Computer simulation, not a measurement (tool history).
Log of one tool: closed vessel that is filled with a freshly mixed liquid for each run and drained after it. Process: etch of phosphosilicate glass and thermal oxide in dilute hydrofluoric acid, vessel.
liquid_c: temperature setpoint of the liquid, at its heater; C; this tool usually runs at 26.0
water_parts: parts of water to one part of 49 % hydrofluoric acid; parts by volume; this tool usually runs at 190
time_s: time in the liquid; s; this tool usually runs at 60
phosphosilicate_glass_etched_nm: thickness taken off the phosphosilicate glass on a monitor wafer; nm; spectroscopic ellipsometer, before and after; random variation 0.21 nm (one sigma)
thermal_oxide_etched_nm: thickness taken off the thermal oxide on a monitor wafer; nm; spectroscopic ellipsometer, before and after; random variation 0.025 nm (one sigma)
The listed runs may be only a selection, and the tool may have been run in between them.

run     day  liquid_c  water_parts  time_s  wafers since the last listed run  hours since the thermometer was replaced  hours since the hydrofluoric acid flow meter was replaced  hours since the gauge calibration  read-back film thickness of the phosphosilicate glass reference wafer, read on the same gauge (nm)  read-back film thickness of the thermal oxide reference wafer, read on the same gauge (nm)  phosphosilicate_glass_etched_nm  thermal_oxide_etched_nm
  1   0.000      26.0          190      60                                 0                                    2810.8                                                     1797.0                              177.4                                                                                               29.99                                                                                      90.007                            21.25                    1.364
  2   1.371      27.5          190      60                              3748                                    2843.7                                                     1829.9                              210.3                                                                                               30.01                                                                                      90.001                            22.17                    1.452
  3   2.046      27.5          190      60                              1845                                    2859.9                                                     1846.1                              226.5                                                                                               29.98                                                                                      89.974                            22.28                    1.475
  4   2.829      27.5          190      60                              2141                                    2878.7                                                     1864.9                              245.3                                                                                               29.99                                                                                      89.989                            21.83                    1.420
  5   3.604      26.0          190      65                              2119                                    2897.3                                                     1883.5                              263.9                                                                                               29.99                                                                                      89.988                            23.00                    1.492
  6   4.708      26.0          190      65                              3019                                    2923.8                                                     1910.0                              290.4                                                                                               30.03                                                                                      90.005                            22.64                    1.489
  7   5.958      26.0          190      80                              3417                                    2953.8                                                     1940.0                              320.4                                                                                               30.00                                                                                      90.004                            27.82                    1.821
  8   6.512      26.0          190      60                              1515                                    2967.1                                                     1953.3                              333.7                                                                                               30.02                                                                                      89.988                            20.77                    1.313
  9   7.704      26.0          190      60                              3258                                    2995.7                                                     1981.9                              362.3                                                                                               29.97                                                                                      90.037                            21.12                    1.327
 10   8.412      26.0          190      60                              1936                                    3012.7                                                     1998.9                              379.3                                                                                               30.01                                                                                      90.002                            20.91                    1.381
 11   9.671      26.0          190      60                              3440                                    3042.9                                                     2029.1                              409.5                                                                                               30.00                                                                                      89.987                            21.03                    1.375
 12  10.900      26.0          190      60                              3361                                    3072.4                                                     2058.6                              439.0                                                                                               29.99                                                                                      89.987                            21.09                    1.353
     11.579  -- hydrofluoric acid flow meter replaced
     12.192  -- thermometer replaced
 13  12.304      26.0          190      60                              3611                                       2.7                                                       17.4                              472.7                                                                                               30.01                                                                                      89.975                            19.32                    1.231
 14  13.692      22.5          190      45                              3793                                      36.0                                                       50.7                              506.0                                                                                               30.01                                                                                      90.019                            12.73                    0.821
 15  14.550      26.0          190      60                              2347                                      56.6                                                       71.3                              526.6                                                                                               29.97                                                                                      89.998                            19.08                    1.228
     15.288  -- hydrofluoric acid flow meter replaced, repeated, since the last time left the tool worse
 16  15.425      24.5          190      75                              2278                                      77.6                                                        3.3                              547.6                                                                                               29.96                                                                                      90.020                            27.27                    1.804
 17  16.817      29.0          190      80                              3805                                     111.0                                                       36.7                              581.0                                                                                               30.03                                                                                      89.944                            34.55                    2.261
     17.446  -- gauge calibrated
 18  17.858      29.0          190      60                              2848                                     136.0                                                       61.7                                9.9                                                                                               29.99                                                                                      89.992                            26.07                    1.723
 19  18.525      26.0          190      60                              1822                                     152.0                                                       77.7                               25.9                                                                                               30.03                                                                                      89.986                            23.54                    1.490
 20  19.796      30.0          190      80                              3474                                     182.5                                                      108.2                               56.4                                                                                               30.05                                                                                      89.993                            35.74                    2.329
 21  20.338      26.0          280      60                              1481                                     195.5                                                      121.2                               69.4                                                                                               30.03                                                                                      90.030                            14.39                    0.916
 22  21.317      26.0          190      60                              2677                                     219.0                                                      144.7                               92.9                                                                                               30.01                                                                                      90.024                            23.49                    1.477
 23  22.700      26.0          110      60                              3782                                     252.2                                                      177.9                              126.1                                                                                               29.98                                                                                      90.045                            43.60                    2.749
 24  23.392      26.0          190      60                              1891                                     268.8                                                      194.5                              142.7                                                                                               30.04                                                                                      89.987                            23.10                    1.474

Hidden state or all else? Some run-to-run changes of phosphosilicate_glass_etched_nm, split into what the settings, what came in and random variation would give without the hidden state, and what is left for the hidden state (with any gauge scatter that isn't in both results):
Hidden state present: liquid hotter than its thermometer reads (K); hydrofluoric acid flow below the setpoint (%); gauge reads high (%).
Run 12 -> 13: hydrofluoric acid flow meter replaced, thermometer replaced. phosphosilicate_glass_etched_nm -1.77 nm: hidden state -1.70, all else -0.07.
Run 15 -> 16: liquid_c 26.0 -> 24.5, time_s 60 -> 75, hydrofluoric acid flow meter replaced, repeated, since the last time left the tool worse. phosphosilicate_glass_etched_nm +8.19 nm: hidden state +4.17, all else +4.02.
Run 20 -> 21: liquid_c 30.0 -> 26.0, water_parts 190 -> 280, time_s 80 -> 60. phosphosilicate_glass_etched_nm -21.35 nm: hidden state +0.28, all else -21.63.
Run 23 -> 24: water_parts 110 -> 190. phosphosilicate_glass_etched_nm -20.50 nm: hidden state +0.28, all else -20.78.
